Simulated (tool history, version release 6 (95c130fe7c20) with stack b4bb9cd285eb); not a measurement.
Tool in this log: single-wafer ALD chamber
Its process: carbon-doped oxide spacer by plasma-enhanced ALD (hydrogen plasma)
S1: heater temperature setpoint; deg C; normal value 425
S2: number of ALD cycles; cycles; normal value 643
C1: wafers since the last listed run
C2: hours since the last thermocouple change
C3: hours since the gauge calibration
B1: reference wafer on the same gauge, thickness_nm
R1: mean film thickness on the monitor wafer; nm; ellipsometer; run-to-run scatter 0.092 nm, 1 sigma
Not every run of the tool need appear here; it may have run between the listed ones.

Run 1, hour 0: usual settings; C1 0; C2 665.7; C3 35.2; B1 32.999. Result: R1 29.426 nm.
Run 2, hour 32.4: usual settings; C1 14; C2 698.1; C3 67.6; B1 33.022. Result: R1 29.426 nm.
Run 3, hour 91.5: usual settings; C1 26; C2 757.2; C3 126.7; B1 32.99. Result: R1 29.452 nm.
Run 4, hour 143.1: usual settings; C1 23; C2 808.8; C3 178.3; B1 32.992. Result: R1 29.26 nm.
Run 5, hour 207.2: usual settings but S2 671 cycles; C1 28; C2 872.9; C3 242.4; B1 33.008. Result: R1 30.751 nm.
Run 6, hour 233.1: usual settings but S1 414 deg C; C1 11; C2 898.8; C3 268.3; B1 33.026. Result: R1 30.275 nm.
Run 7, hour 300.6: usual settings but S1 414 deg C; C1 30; C2 966.3; C3 335.8; B1 33.017. Result: R1 30.366 nm.
Run 8, hour 348.4: usual settings but S1 414 deg C; C1 21; C2 1014.1; C3 383.6; B1 33.006. Result: R1 30.171 nm.
Run 9, hour 378.7: usual settings; C1 13; C2 1044.4; C3 413.9; B1 33.008. Result: R1 29.184 nm.
At hour 390.2: thermocouple changed; heater temperature recalibrated.
Run 10, hour 404.3: usual settings; C1 7; C2 14.1; C3 439.5; B1 33.021. Result: R1 29.763 nm.
Run 11, hour 447.9: usual settings; C1 19; C2 57.7; C3 483.1; B1 33.01. Result: R1 29.625 nm.
Run 12, hour 487.4: usual settings but S1 439 deg C, S2 562 cycles; C1 17; C2 97.2; C3 522.6; B1 33.005. Result: R1 24.969 nm.
Run 13, hour 531.7: usual settings but S1 414 deg C; C1 19; C2 141.5; C3 566.9; B1 33.021. Result: R1 30.427 nm.
At hour 551.9: gauge calibrated.
Run 14, hour 587.1: usual settings but S2 694 cycles; C1 24; C2 196.9; C3 35.2; B1 33.008. Result: R1 32.2 nm.
Run 15, hour 611.5: usual settings but S1 435 deg C, S2 582 cycles; C1 10; C2 221.3; C3 59.6; B1 32.995. Result: R1 26.082 nm.
Run 16, hour 653.8: usual settings but S1 421 deg C, S2 757 cycles; C1 18; C2 263.6; C3 101.9; B1 33.007. Result: R1 35.148 nm.
Run 17, hour 718.6: usual settings but S1 439 deg C, S2 770 cycles; C1 28; C2 328.4; C3 166.7; B1 32.992. Result: R1 34.166 nm.
Run 18, hour 746.2: usual settings; C1 12; C2 356; C3 194.3; B1 33.007. Result: R1 29.587 nm.
Run 19, hour 799.2: usual settings but S1 417 deg C, S2 549 cycles; C1 23; C2 409; C3 247.3; B1 33.027. Result: R1 25.711 nm.
Run 20, hour 865.1: usual settings but S1 414 deg C; C1 29; C2 474.9; C3 313.2; B1 33.032. Result: R1 30.42 nm.
Run 21, hour 1007.8: usual settings but S1 438 deg C, S2 682 cycles; C1 63; C2 617.6; C3 455.9; B1 33.022. Result: R1 30.128 nm.
Run 22, hour 1048.1: usual settings but S1 418 deg C, S2 703 cycles; C1 17; C2 657.9; C3 496.2; B1 33.016. Result: R1 32.828 nm.
Run 23, hour 1098: usual settings but S1 433 deg C, S2 771 cycles; C1 22; C2 707.8; C3 546.1; B1 32.955. Result: R1 34.555 nm.

Predict each of these 4 candidate next runs independently; none follows another, all start after run 23:
Run A, hour 1099.4: usual settings but S1 435 deg C; C1 0; C2 709.2; C3 547.5; B1 ?. Result: R1 ?.
Run B, hour 1099.4: usual settings but S1 435 deg C, S2 768 cycles; C1 0; C2 709.2; C3 547.5; B1 ?. Result: R1 ?.
Run C, hour 1099.4: usual settings but S1 430 deg C, S2 540 cycles; C1 0; C2 709.2; C3 547.5; B1 ?. Result: R1 ?.
Run D, hour 1099.4: usual settings but S1 430 deg C, S2 588 cycles; C1 0; C2 709.2; C3 547.5; B1 ?. Result: R1 ?.

run      B1      R1
  A  32.991  28.555
  B  32.991  34.107
  C  32.991  24.335
  D  32.991  26.498
Stripped of hidden state, with their random variation kept, the same runs would have yielded:
run      R1
  A  28.702
  B  34.282
  C  24.459
  D  26.633
